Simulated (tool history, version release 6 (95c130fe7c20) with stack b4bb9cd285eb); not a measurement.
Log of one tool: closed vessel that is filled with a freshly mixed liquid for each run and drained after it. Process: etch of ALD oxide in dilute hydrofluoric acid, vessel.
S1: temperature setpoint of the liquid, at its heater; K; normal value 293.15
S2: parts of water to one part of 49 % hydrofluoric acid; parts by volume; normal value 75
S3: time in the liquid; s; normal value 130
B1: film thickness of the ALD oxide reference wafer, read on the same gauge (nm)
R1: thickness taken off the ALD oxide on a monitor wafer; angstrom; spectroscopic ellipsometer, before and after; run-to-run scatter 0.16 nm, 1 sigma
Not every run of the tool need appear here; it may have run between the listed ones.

{"run": 1, "hour": 0.0, "S1": 293.15, "S2": 75, "S3": 130, "B1": 59.98, "R1": 162.9}
{"hour": 11.8, "done": "gauge calibrated"}
{"run": 2, "hour": 92.4, "S1": 293.15, "S2": 75, "S3": 130, "B1": 60.01, "R1": 159.8}
{"run": 3, "hour": 273.8, "S1": 293.15, "S2": 75, "S3": 130, "B1": 60.0, "R1": 158.2}
{"run": 4, "hour": 312.8, "S1": 293.15, "S2": 75, "S3": 130, "B1": 60.0, "R1": 160.3}
{"hour": 344.1, "done": "hydrofluoric acid flow meter replaced"}
{"run": 5, "hour": 410.9, "S1": 293.15, "S2": 75, "S3": 130, "B1": 60.0, "R1": 157.5}
{"run": 6, "hour": 499.1, "S1": 293.15, "S2": 105, "S3": 130, "B1": 59.99, "R1": 109.8}
{"run": 7, "hour": 549.7, "S1": 293.15, "S2": 105, "S3": 130, "B1": 60.0, "R1": 107.8}
{"run": 8, "hour": 642.9, "S1": 290.15, "S2": 40, "S3": 60, "B1": 60.0, "R1": 122.7}
{"run": 9, "hour": 718.2, "S1": 295.15, "S2": 75, "S3": 165, "B1": 60.02, "R1": 211.8}
{"hour": 781.0, "done": "gauge calibrated"}
{"hour": 802.8, "done": "thermometer replaced"}
{"run": 10, "hour": 818.8, "S1": 290.15, "S2": 75, "S3": 180, "B1": 60.01, "R1": 210.1}
{"run": 11, "hour": 857.9, "S1": 290.65, "S2": 110, "S3": 180, "B1": 59.99, "R1": 139.4}
{"run": 12, "hour": 944.7, "S1": 294.65, "S2": 75, "S3": 130, "B1": 59.98, "R1": 182.1}
{"run": 13, "hour": 1035.6, "S1": 293.15, "S2": 75, "S3": 130, "B1": 60.01, "R1": 171.8}
{"run": 14, "hour": 1105.2, "S1": 293.15, "S2": 75, "S3": 130, "B1": 60.0, "R1": 168.1}

Some steps in R1, run to run, broken into two amounts with sign: the step expected even without the hidden condition (settings, incoming material, random variation), and the rest, left for the hidden condition together with whatever gauge scatter is not in both the measured and the hidden-condition-free result:
Hidden state present: liquid colder than its thermometer reads (K); hydrofluoric acid flow below the setpoint (%); gauge reads high (%).
Run 8 -> 9: S1 290.15 -> 295.15, S2 40 -> 75, S3 60 -> 165. R1 +89.1 angstrom: hidden state -9.4, all else +98.5.
Run 9 -> 10: S1 295.15 -> 290.15, S3 165 -> 180, gauge calibrated, thermometer replaced. R1 -1.7 angstrom: hidden state +23.2, all else -24.9.
